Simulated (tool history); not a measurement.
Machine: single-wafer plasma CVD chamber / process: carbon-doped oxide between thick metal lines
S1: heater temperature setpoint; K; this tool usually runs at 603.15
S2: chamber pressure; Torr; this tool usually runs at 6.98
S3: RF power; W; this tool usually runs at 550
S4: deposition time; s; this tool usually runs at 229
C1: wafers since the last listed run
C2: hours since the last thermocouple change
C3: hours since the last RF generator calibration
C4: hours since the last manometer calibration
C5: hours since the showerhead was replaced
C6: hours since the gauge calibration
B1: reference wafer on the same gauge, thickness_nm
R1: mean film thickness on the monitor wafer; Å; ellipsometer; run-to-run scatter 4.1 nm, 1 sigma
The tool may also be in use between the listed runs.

{"run": 1, "day": 0.0, "S1": 606.15, "S2": 8.21, "S3": 550, "S4": 229, "C1": 0, "C2": 1654.3, "C3": 1972.4, "C4": 858.7, "C5": 6644.9, "C6": 334.3, "B1": 1169.279, "R1": 13617.03}
{"run": 2, "day": 3.612, "S1": 606.15, "S2": 8.21, "S3": 550, "S4": 229, "C1": 431, "C2": 1741, "C3": 2059.1, "C4": 945.4, "C5": 6731.6, "C6": 421, "B1": 1169.896, "R1": 13636.88}
{"run": 3, "day": 6.021, "S1": 603.15, "S2": 6.98, "S3": 550, "S4": 229, "C1": 287, "C2": 1798.8, "C3": 2116.9, "C4": 1003.2, "C5": 6789.4, "C6": 478.8, "B1": 1168.886, "R1": 13584.23}
{"run": 4, "day": 8.529, "S1": 603.15, "S2": 6.98, "S3": 550, "S4": 229, "C1": 299, "C2": 1859, "C3": 2177.1, "C4": 1063.4, "C5": 6849.6, "C6": 539, "B1": 1169.033, "R1": 13519.6}
{"day": 14.758, "done": "RF generator calibrated"}
{"run": 5, "day": 18.162, "S1": 603.15, "S2": 6.98, "S3": 550, "S4": 229, "C1": 1111, "C2": 2090.2, "C3": 81.7, "C4": 1294.6, "C5": 7080.8, "C6": 770.2, "B1": 1171.063, "R1": 13496.56}
{"run": 6, "day": 19.804, "S1": 603.15, "S2": 6.15, "S3": 550, "S4": 229, "C1": 196, "C2": 2129.6, "C3": 121.1, "C4": 1334, "C5": 7120.2, "C6": 809.6, "B1": 1169.543, "R1": 13152.42}
{"run": 7, "day": 23.171, "S1": 603.15, "S2": 6.98, "S3": 550, "S4": 229, "C1": 402, "C2": 2210.4, "C3": 201.9, "C4": 1414.8, "C5": 7201, "C6": 890.4, "B1": 1170.131, "R1": 13438.11}
{"day": 23.971, "done": "thermocouple changed; heater temperature recalibrated"}
{"run": 8, "day": 25.358, "S1": 603.15, "S2": 6.98, "S3": 550, "S4": 229, "C1": 221, "C2": 33.3, "C3": 254.4, "C4": 1467.3, "C5": 7253.5, "C6": 942.9, "B1": 1171.023, "R1": 13771.29}
{"run": 9, "day": 27.488, "S1": 603.15, "S2": 6.98, "S3": 550, "S4": 249, "C1": 254, "C2": 84.4, "C3": 305.5, "C4": 1518.4, "C5": 7304.6, "C6": 994, "B1": 1169.064, "R1": 14862.5}
{"day": 28.288, "done": "showerhead replaced"}
{"run": 10, "day": 29.8, "S1": 603.15, "S2": 8.25, "S3": 550, "S4": 229, "C1": 236, "C2": 139.9, "C3": 361, "C4": 1573.9, "C5": 36.3, "C6": 1049.5, "B1": 1170.935, "R1": 13979.31}
{"day": 30.338, "done": "capacitance manometer re-zeroed and calibrated"}
{"day": 30.771, "done": "gauge calibrated"}
{"run": 11, "day": 33.317, "S1": 603.15, "S2": 6.98, "S3": 550, "S4": 229, "C1": 380, "C2": 224.3, "C3": 445.4, "C4": 71.5, "C5": 120.7, "C6": 61.1, "B1": 1170.391, "R1": 13773.73}
{"run": 12, "day": 37.267, "S1": 616.15, "S2": 5.76, "S3": 485, "S4": 252, "C1": 472, "C2": 319.1, "C3": 540.2, "C4": 166.3, "C5": 215.5, "C6": 155.9, "B1": 1170.913, "R1": 12945.97}
{"run": 13, "day": 39.704, "S1": 593.15, "S2": 6.98, "S3": 550, "S4": 229, "C1": 291, "C2": 377.6, "C3": 598.7, "C4": 224.8, "C5": 274, "C6": 214.4, "B1": 1169.259, "R1": 14221.44}
{"run": 14, "day": 42.554, "S1": 603.15, "S2": 6.98, "S3": 640, "S4": 206, "C1": 340, "C2": 446, "C3": 667.1, "C4": 293.2, "C5": 342.4, "C6": 282.8, "B1": 1169.824, "R1": 13416.44}
{"run": 15, "day": 46.138, "S1": 603.15, "S2": 6.98, "S3": 550, "S4": 229, "C1": 428, "C2": 532, "C3": 753.1, "C4": 379.2, "C5": 428.4, "C6": 368.8, "B1": 1170.814, "R1": 13624.82}

What if the next run were any one of these 4? Each begins from the tool's condition after run 15:
{"run": "A", "day": 46.158, "S1": 616.15, "S2": 6.98, "S3": 550, "S4": 229, "C1": 2, "C2": 532.5, "C3": 753.6, "C4": 379.7, "C5": 428.9, "C6": 369.3, "B1": "?", "R1": "?"}
{"run": "B", "day": 46.158, "S1": 595.15, "S2": 6.98, "S3": 630, "S4": 229, "C1": 2, "C2": 532.5, "C3": 753.6, "C4": 379.7, "C5": 428.9, "C6": 369.3, "B1": "?", "R1": "?"}
{"run": "C", "day": 46.158, "S1": 603.15, "S2": 6.98, "S3": 550, "S4": 199, "C1": 2, "C2": 532.5, "C3": 753.6, "C4": 379.7, "C5": 428.9, "C6": 369.3, "B1": "?", "R1": "?"}
{"run": "D", "day": 46.158, "S1": 603.15, "S2": 6.98, "S3": 600, "S4": 263, "C1": 2, "C2": 532.5, "C3": 753.6, "C4": 379.7, "C5": 428.9, "C6": 369.3, "B1": "?", "R1": "?"}

run=A B1=1170.881 R1=13047.58
run=B B1=1170.881 R1=15183.45
run=C B1=1170.881 R1=11831.39
run=D B1=1170.881 R1=16446.79
With no hidden state in the tool, these same runs would have given:
run=A R1=13132.24
run=B R1=15306.47
run=C R1=11917.94
run=D R1=16567.12
